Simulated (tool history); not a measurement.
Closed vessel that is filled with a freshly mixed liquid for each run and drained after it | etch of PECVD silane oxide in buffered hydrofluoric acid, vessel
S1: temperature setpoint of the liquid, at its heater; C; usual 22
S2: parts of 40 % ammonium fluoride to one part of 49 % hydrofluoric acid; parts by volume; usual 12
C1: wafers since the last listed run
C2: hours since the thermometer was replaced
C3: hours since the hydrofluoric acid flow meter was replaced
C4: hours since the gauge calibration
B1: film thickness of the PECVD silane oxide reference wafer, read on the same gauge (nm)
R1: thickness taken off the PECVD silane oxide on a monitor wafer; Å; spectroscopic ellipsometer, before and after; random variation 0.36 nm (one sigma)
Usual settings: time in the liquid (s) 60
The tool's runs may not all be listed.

run 1 hour=0 | S1=22 S2=12 time_in_the_liquid_(s)=60 | C1=0 C2=287.4 C3=1800.1 C4=351.8 | B1=130.02 | R1=829.4
run 2 hour=16.3 | S1=22 S2=12 time_in_the_liquid_(s)=60 | C1=2280 C2=303.7 C3=1816.4 C4=368.1 | B1=130.01 | R1=834.3
run 3 hour=24.3 | S1=23.5 S2=12 time_in_the_liquid_(s)=60 | C1=1119 C2=311.7 C3=1824.4 C4=376.1 | B1=130 | R1=893.5
run 4 hour=32.6 | S1=22 S2=12 time_in_the_liquid_(s)=60 | C1=1160 C2=320 C3=1832.7 C4=384.4 | B1=129.99 | R1=827.9
run 5 hour=41.2 | S1=22 S2=12 time_in_the_liquid_(s)=60 | C1=1202 C2=328.6 C3=1841.3 C4=393 | B1=130.01 | R1=832.2
run 6 hour=52.3 | S1=22 S2=12 time_in_the_liquid_(s)=60 | C1=1552 C2=339.7 C3=1852.4 C4=404.1 | B1=130 | R1=829.7
run 7 hour=67.3 | S1=22 S2=12 time_in_the_liquid_(s)=60 | C1=2098 C2=354.7 C3=1867.4 C4=419.1 | B1=130.01 | R1=828.2
-- hour=70.3 gauge calibrated
run 8 hour=77.7 | S1=22 S2=12 time_in_the_liquid_(s)=60 | C1=1454 C2=365.1 C3=1877.8 C4=7.4 | B1=130 | R1=830.3
run 9 hour=84.4 | S1=22 S2=9.5 time_in_the_liquid_(s)=70 | C1=937 C2=371.8 C3=1884.5 C4=14.1 | B1=130 | R1=1192.6
run 10 hour=93 | S1=22 S2=9.5 time_in_the_liquid_(s)=70 | C1=1202 C2=380.4 C3=1893.1 C4=22.7 | B1=129.99 | R1=1180.6
run 11 hour=107.8 | S1=22 S2=9.5 time_in_the_liquid_(s)=70 | C1=2070 C2=395.2 C3=1907.9 C4=37.5 | B1=129.99 | R1=1170.5
run 12 hour=115.8 | S1=22 S2=12 time_in_the_liquid_(s)=60 | C1=1119 C2=403.2 C3=1915.9 C4=45.5 | B1=130.01 | R1=832.9
run 13 hour=129.7 | S1=22 S2=12 time_in_the_liquid_(s)=60 | C1=1944 C2=417.1 C3=1929.8 C4=59.4 | B1=130.02 | R1=826.6
run 14 hour=136.1 | S1=22 S2=12 time_in_the_liquid_(s)=60 | C1=895 C2=423.5 C3=1936.2 C4=65.8 | B1=129.99 | R1=822.8
run 15 hour=146.8 | S1=23.5 S2=8.5 time_in_the_liquid_(s)=75 | C1=1496 C2=434.2 C3=1946.9 C4=76.5 | B1=130 | R1=1544.4
-- hour=157 thermometer replaced
run 16 hour=161.6 | S1=17.5 S2=16 time_in_the_liquid_(s)=60 | C1=1930 C2=4.6 C3=1961.7 C4=91.3 | B1=130 | R1=503.1
-- hour=162.7 hydrofluoric acid flow meter replaced
run 17 hour=169.8 | S1=26.5 S2=10.5 time_in_the_liquid_(s)=70 | C1=1007 C2=12.8 C3=7.1 C4=99.5 | B1=130.01 | R1=1315.5
run 18 hour=175.9 | S1=22 S2=14.5 time_in_the_liquid_(s)=60 | C1=853 C2=18.9 C3=13.2 C4=105.6 | B1=130.01 | R1=647.5
run 19 hour=184.9 | S1=27 S2=8.5 time_in_the_liquid_(s)=35 | C1=1258 C2=27.9 C3=22.2 C4=114.6 | B1=129.99 | R1=803.7
run 20 hour=197.7 | S1=25 S2=12 time_in_the_liquid_(s)=50 | C1=1790 C2=40.7 C3=35 C4=127.4 | B1=129.99 | R1=759.7
run 21 hour=210.8 | S1=19.5 S2=14 time_in_the_liquid_(s)=30 | C1=1832 C2=53.8 C3=48.1 C4=140.5 | B1=130.01 | R1=288.1
run 22 hour=222.8 | S1=20 S2=12 time_in_the_liquid_(s)=90 | C1=1678 C2=65.8 C3=60.1 C4=152.5 | B1=129.98 | R1=1032.3
run 23 hour=236.9 | S1=22 S2=12 time_in_the_liquid_(s)=60 | C1=1972 C2=79.9 C3=74.2 C4=166.6 | B1=130.01 | R1=774.1
run 24 hour=244.9 | S1=20 S2=9 time_in_the_liquid_(s)=30 | C1=1119 C2=87.9 C3=82.2 C4=174.6 | B1=130 | R1=439.9

Forecast run 25:
run 25 hour=261.2 | S1=22 S2=12 time_in_the_liquid_(s)=35 | C1=2280 C2=104.2 C3=98.5 C4=190.9 | B1=? | R1=?

Run 25 gave B1 129.97, R1 453.2 Å.
Without the tool's hidden state the same run would have given R1 449.6 Å.
